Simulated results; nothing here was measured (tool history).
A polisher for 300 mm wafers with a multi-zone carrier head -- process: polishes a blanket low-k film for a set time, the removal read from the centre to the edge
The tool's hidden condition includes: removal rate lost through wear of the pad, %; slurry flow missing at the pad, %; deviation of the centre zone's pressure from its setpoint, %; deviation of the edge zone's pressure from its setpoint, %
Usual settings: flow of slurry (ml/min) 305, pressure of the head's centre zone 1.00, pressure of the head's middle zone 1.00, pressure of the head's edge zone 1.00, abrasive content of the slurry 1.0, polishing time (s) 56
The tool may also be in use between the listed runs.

| run | hour | flow of slurry (ml/min) | pressure of the head's centre zone | pressure of the head's middle zone | pressure of the head's edge zone | abrasive content of the slurry | polishing time (s) | wafers since the last listed run | wafers polished on this pad | hours since the slurry nozzle was cleaned | hours since the centre zone pressure was calibrated | hours since the edge zone pressure was calibrated | hours since the carrier head's membrane was replaced | incoming thickness of the incoming film, nm | film removed at the wafer's centre (angstrom) | film removed at mid-radius (angstrom) | film removed at the wafer's edge (angstrom) |
|---|---|---|---|---|---|---|---|---|---|---|---|---|---|---|---|---|---|
| 1 | 0.0 | 305 | 1.00 | 1.00 | 1.00 | 1.0 | 64 | 0 | 3663 | 207.9 | 710.8 | 752.1 | 390.8 | 461.3 | 353 | 322 | 324 |
|  | 21.3 | worn pad replaced by a new one |
| 2 | 70.9 | 305 | 1.00 | 1.00 | 1.00 | 1.0 | 64 | 1112 | 825 | 278.8 | 781.7 | 823.0 | 461.7 | 458.4 | 357 | 321 | 327 |
| 3 | 94.9 | 305 | 1.00 | 1.00 | 1.00 | 1.0 | 61 | 399 | 1224 | 302.8 | 805.7 | 847.0 | 485.7 | 454.0 | 338 | 309 | 312 |
| 4 | 160.5 | 305 | 1.00 | 1.00 | 1.00 | 1.0 | 56 | 1091 | 2315 | 368.4 | 871.3 | 912.6 | 551.3 | 456.8 | 310 | 283 | 282 |
| 5 | 199.6 | 305 | 1.00 | 1.00 | 1.00 | 1.0 | 56 | 650 | 2966 | 407.5 | 910.4 | 951.7 | 590.4 | 463.7 | 312 | 286 | 284 |
|  | 231.8 | edge zone pressure recalibrated |
| 6 | 238.3 | 385 | 1.00 | 1.00 | 1.00 | 1.0 | 56 | 610 | 3576 | 446.2 | 949.1 | 6.5 | 629.1 | 455.4 | 320 | 292 | 295 |
|  | 271.1 | worn pad replaced by a new one, of another model than before |
| 7 | 294.0 | 385 | 1.00 | 1.00 | 1.00 | 1.0 | 56 | 860 | 381 | 501.9 | 1004.8 | 62.2 | 684.8 | 455.6 | 322 | 288 | 287 |
| 8 | 325.7 | 385 | 1.00 | 1.00 | 1.00 | 1.0 | 56 | 527 | 909 | 533.6 | 1036.5 | 93.9 | 716.5 | 457.1 | 322 | 291 | 285 |
| 9 | 383.9 | 305 | 1.00 | 1.00 | 1.00 | 1.0 | 46 | 968 | 1877 | 591.8 | 1094.7 | 152.1 | 774.7 | 460.9 | 257 | 233 | 233 |
| 10 | 417.1 | 305 | 1.00 | 1.00 | 1.00 | 1.0 | 46 | 552 | 2429 | 625.0 | 1127.9 | 185.3 | 807.9 | 457.8 | 253 | 232 | 234 |
| 11 | 485.5 | 305 | 1.00 | 1.04 | 1.10 | 1.0 | 56 | 1137 | 3567 | 693.4 | 1196.3 | 253.7 | 876.3 | 453.5 | 311 | 287 | 300 |
|  | 504.0 | worn pad replaced by a new one |
|  | 509.9 | slurry nozzle cleaned |
| 12 | 530.6 | 305 | 1.00 | 1.00 | 1.00 | 1.0 | 76 | 667 | 425 | 20.7 | 1241.4 | 298.8 | 921.4 | 465.7 | 421 | 383 | 378 |
| 13 | 589.0 | 305 | 1.00 | 1.00 | 0.96 | 1.0 | 61 | 971 | 1397 | 79.1 | 1299.8 | 357.2 | 979.8 | 461.5 | 338 | 306 | 303 |
|  | 601.7 | carrier head's membrane replaced by a new one |
| 14 | 654.7 | 385 | 0.91 | 0.92 | 1.00 | 1.1 | 56 | 1009 | 2406 | 144.8 | 1365.5 | 422.9 | 53.0 | 460.3 | 312 | 287 | 307 |
| 15 | 721.9 | 305 | 1.00 | 1.00 | 1.00 | 1.0 | 56 | 1117 | 3524 | 212.0 | 1432.7 | 490.1 | 120.2 | 456.3 | 314 | 286 | 289 |
|  | 781.9 | worn pad replaced by a new one |
| 16 | 785.2 | 305 | 1.00 | 1.00 | 1.00 | 1.0 | 56 | 986 | 55 | 275.3 | 1496.0 | 553.4 | 183.5 | 460.5 | 311 | 282 | 278 |
|  | 798.7 | centre zone pressure recalibrated |
| 17 | 832.5 | 240 | 1.00 | 1.00 | 0.89 | 1.2 | 68 | 753 | 809 | 322.6 | 33.8 | 600.7 | 230.8 | 464.8 | 355 | 364 | 347 |
| 18 | 881.8 | 205 | 0.96 | 1.00 | 1.00 | 1.0 | 56 | 820 | 1629 | 371.9 | 83.1 | 650.0 | 280.1 | 470.6 | 246 | 258 | 266 |
| 19 | 917.5 | 305 | 1.00 | 0.92 | 1.00 | 1.0 | 56 | 593 | 2223 | 407.6 | 118.8 | 685.7 | 315.8 | 459.9 | 286 | 272 | 287 |
| 20 | 959.4 | 230 | 1.00 | 0.90 | 1.00 | 1.0 | 56 | 697 | 2920 | 449.5 | 160.7 | 727.6 | 357.7 | 458.0 | 268 | 250 | 274 |
| 21 | 1018.6 | 305 | 1.05 | 0.90 | 1.00 | 1.0 | 49 | 984 | 3904 | 508.7 | 219.9 | 786.8 | 416.9 | 464.5 | 265 | 229 | 253 |
|  | 1050.3 | worn pad replaced by a new one |
| 22 | 1059.7 | 305 | 1.00 | 1.00 | 1.00 | 1.0 | 56 | 617 | 155 | 549.8 | 261.0 | 827.9 | 458.0 | 462.1 | 294 | 284 | 281 |

Each row is a separate what-if for the run after 22, all from the same tool condition, not one after another. Results?
| A | 1060.1 | 305 | 1.00 | 1.00 | 1.00 | 1.0 | 56 | 6 | 162 | 550.2 | 261.4 | 828.3 | 458.4 | 463.4 | ? | ? | ? |
| B | 1060.1 | 255 | 1.00 | 1.00 | 1.00 | 1.0 | 56 | 6 | 162 | 550.2 | 261.4 | 828.3 | 458.4 | 463.4 | ? | ? | ? |
| C | 1060.1 | 305 | 1.00 | 0.93 | 1.00 | 1.0 | 39 | 6 | 162 | 550.2 | 261.4 | 828.3 | 458.4 | 463.4 | ? | ? | ? |

| run | film removed at the wafer's centre (angstrom) | film removed at mid-radius (angstrom) | film removed at the wafer's edge (angstrom) |
|---|---|---|---|
| A | 294 | 284 | 283 |
| B | 283 | 275 | 276 |
| C | 204 | 189 | 197 |
Stripped of hidden state, with their random variation kept, the same runs would have yielded:
| run | film removed at the wafer's centre (angstrom) | film removed at mid-radius (angstrom) | film removed at the wafer's edge (angstrom) |
|---|---|---|---|
| A | 283 | 284 | 283 |
| B | 273 | 275 | 276 |
| C | 197 | 189 | 197 |
